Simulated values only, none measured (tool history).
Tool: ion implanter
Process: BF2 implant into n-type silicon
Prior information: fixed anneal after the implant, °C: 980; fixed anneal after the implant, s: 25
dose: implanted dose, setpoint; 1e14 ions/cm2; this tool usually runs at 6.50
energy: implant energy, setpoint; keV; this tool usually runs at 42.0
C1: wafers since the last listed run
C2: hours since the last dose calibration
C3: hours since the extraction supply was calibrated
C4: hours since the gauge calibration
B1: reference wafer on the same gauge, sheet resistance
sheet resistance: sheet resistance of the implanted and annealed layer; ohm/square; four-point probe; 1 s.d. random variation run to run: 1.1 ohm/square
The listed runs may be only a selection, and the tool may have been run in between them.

run 1 day=0.000 | dose=7.68 energy=42.0 | C1=0 C2=1249.7 C3=3320.2 C4=1497.4 | B1=222.79 | sheet_resistance=192.41
run 2 day=1.504 | dose=4.97 energy=42.0 | C1=695 C2=1285.8 C3=3356.3 C4=1533.5 | B1=222.87 | sheet_resistance=267.39
run 3 day=3.279 | dose=4.97 energy=42.0 | C1=821 C2=1328.4 C3=3398.9 C4=1576.1 | B1=223.00 | sheet_resistance=266.80
run 4 day=15.875 | dose=4.97 energy=42.0 | C1=5827 C2=1630.7 C3=3701.2 C4=1878.4 | B1=223.26 | sheet_resistance=270.06
-- day=19.400 extraction supply calibrated
run 5 day=19.421 | dose=6.50 energy=51.5 | C1=1486 C2=1715.8 C3=0.5 C4=1963.5 | B1=223.14 | sheet_resistance=209.24
run 6 day=20.883 | dose=6.50 energy=51.5 | C1=676 C2=1750.9 C3=35.6 C4=1998.6 | B1=223.31 | sheet_resistance=209.02
-- day=22.375 Faraday cup replaced and dose calibrated
run 7 day=22.900 | dose=6.50 energy=51.5 | C1=778 C2=12.6 C3=84.0 C4=2047.0 | B1=222.90 | sheet_resistance=203.17
run 8 day=25.767 | dose=7.92 energy=35.0 | C1=1326 C2=81.4 C3=152.8 C4=2115.8 | B1=222.66 | sheet_resistance=199.96
-- day=28.762 gauge calibrated
run 9 day=35.904 | dose=7.92 energy=35.0 | C1=4690 C2=324.7 C3=396.1 C4=171.4 | B1=222.81 | sheet_resistance=200.91
run 10 day=39.888 | dose=7.92 energy=35.0 | C1=1843 C2=420.3 C3=491.7 C4=267.0 | B1=223.45 | sheet_resistance=198.18
run 11 day=42.767 | dose=6.50 energy=42.0 | C1=1332 C2=489.4 C3=560.8 C4=336.1 | B1=223.02 | sheet_resistance=211.93
run 12 day=45.342 | dose=6.50 energy=42.0 | C1=1191 C2=551.2 C3=622.6 C4=397.9 | B1=223.45 | sheet_resistance=213.11
run 13 day=48.000 | dose=6.50 energy=42.0 | C1=1229 C2=615.0 C3=686.4 C4=461.7 | B1=222.26 | sheet_resistance=213.53
run 14 day=50.596 | dose=8.10 energy=42.0 | C1=1201 C2=677.3 C3=748.7 C4=524.0 | B1=222.90 | sheet_resistance=184.83
run 15 day=55.042 | dose=6.50 energy=51.5 | C1=2057 C2=784.0 C3=855.4 C4=630.7 | B1=223.07 | sheet_resistance=207.72
run 16 day=58.429 | dose=7.61 energy=52.5 | C1=1567 C2=865.3 C3=936.7 C4=712.0 | B1=222.89 | sheet_resistance=184.79
run 17 day=60.992 | dose=6.50 energy=42.0 | C1=1185 C2=926.8 C3=998.2 C4=773.5 | B1=222.84 | sheet_resistance=215.04
run 18 day=64.171 | dose=6.50 energy=42.0 | C1=1470 C2=1003.1 C3=1074.5 C4=849.8 | B1=222.99 | sheet_resistance=215.67
run 19 day=66.442 | dose=6.50 energy=42.0 | C1=1050 C2=1057.6 C3=1129.0 C4=904.3 | B1=223.75 | sheet_resistance=215.81
run 20 day=68.729 | dose=6.50 energy=42.0 | C1=1058 C2=1112.5 C3=1183.9 C4=959.2 | B1=223.16 | sheet_resistance=215.15
run 21 day=72.825 | dose=7.68 energy=48.0 | C1=1895 C2=1210.8 C3=1282.2 C4=1057.5 | B1=222.89 | sheet_resistance=187.60
run 22 day=75.062 | dose=6.50 energy=42.0 | C1=1035 C2=1264.5 C3=1335.9 C4=1111.2 | B1=222.88 | sheet_resistance=216.94
run 23 day=78.879 | dose=6.50 energy=29.0 | C1=1765 C2=1356.1 C3=1427.5 C4=1202.8 | B1=222.88 | sheet_resistance=240.45
run 24 day=81.538 | dose=7.35 energy=48.0 | C1=1229 C2=1419.9 C3=1491.3 C4=1266.6 | B1=223.30 | sheet_resistance=194.28
run 25 day=83.042 | dose=8.40 energy=31.5 | C1=695 C2=1456.0 C3=1527.4 C4=1302.7 | B1=222.90 | sheet_resistance=203.72
run 26 day=86.825 | dose=7.89 energy=56.0 | C1=1750 C2=1546.8 C3=1618.2 C4=1393.5 | B1=222.73 | sheet_resistance=180.41
-- day=88.617 Faraday cup replaced and dose calibrated
run 27 day=88.700 | dose=7.95 energy=47.0 | C1=713 C2=2.0 C3=1663.2 C4=1438.5 | B1=223.00 | sheet_resistance=179.99
run 28 day=90.508 | dose=5.91 energy=32.5 | C1=836 C2=45.4 C3=1706.6 C4=1481.9 | B1=223.14 | sheet_resistance=239.35
run 29 day=94.746 | dose=8.38 energy=51.5 | C1=1960 C2=147.1 C3=1808.3 C4=1583.6 | B1=223.38 | sheet_resistance=171.44
run 30 day=97.846 | dose=7.37 energy=51.0 | C1=1434 C2=221.5 C3=1882.7 C4=1658.0 | B1=223.28 | sheet_resistance=186.74
run 31 day=101.750 | dose=5.41 energy=37.5 | C1=1806 C2=315.2 C3=1976.4 C4=1751.7 | B1=222.86 | sheet_resistance=249.10
run 32 day=103.800 | dose=6.50 energy=42.0 | C1=948 C2=364.4 C3=2025.6 C4=1800.9 | B1=223.01 | sheet_resistance=213.71
run 33 day=112.133 | dose=6.50 energy=47.5 | C1=3855 C2=564.4 C3=2225.6 C4=2000.9 | B1=223.57 | sheet_resistance=209.07
run 34 day=113.812 | dose=8.43 energy=42.0 | C1=776 C2=604.7 C3=2265.9 C4=2041.2 | B1=222.49 | sheet_resistance=182.20
run 35 day=117.758 | dose=6.50 energy=42.0 | C1=1825 C2=699.4 C3=2360.6 C4=2135.9 | B1=222.98 | sheet_resistance=212.74
run 36 day=120.438 | dose=4.76 energy=42.0 | C1=1239 C2=763.7 C3=2424.9 C4=2200.2 | B1=223.71 | sheet_resistance=274.59

5 ways to go on from here, each from the tool as it stands after run 36. What would each give?
run A day=120.454 | dose=6.50 energy=33.5 | C1=7 C2=764.1 C3=2425.3 C4=2200.6 | B1=? | sheet_resistance=?
run B day=120.454 | dose=4.93 energy=51.5 | C1=7 C2=764.1 C3=2425.3 C4=2200.6 | B1=? | sheet_resistance=?
run C day=120.454 | dose=5.97 energy=31.0 | C1=7 C2=764.1 C3=2425.3 C4=2200.6 | B1=? | sheet_resistance=?
run D day=120.454 | dose=4.59 energy=52.5 | C1=7 C2=764.1 C3=2425.3 C4=2200.6 | B1=? | sheet_resistance=?
run E day=120.454 | dose=8.23 energy=28.5 | C1=7 C2=764.1 C3=2425.3 C4=2200.6 | B1=? | sheet_resistance=?

run=A B1=222.81 sheet_resistance=226.62
run=B B1=222.81 sheet_resistance=260.35
run=C B1=222.81 sheet_resistance=244.24
run=D B1=222.81 sheet_resistance=277.33
run=E B1=222.81 sheet_resistance=213.98
Without the tool's hidden state the same runs would have given:
run=A sheet_resistance=222.71
run=B sheet_resistance=253.62
run=C sheet_resistance=239.77
run=D sheet_resistance=270.02
run=E sheet_resistance=211.68
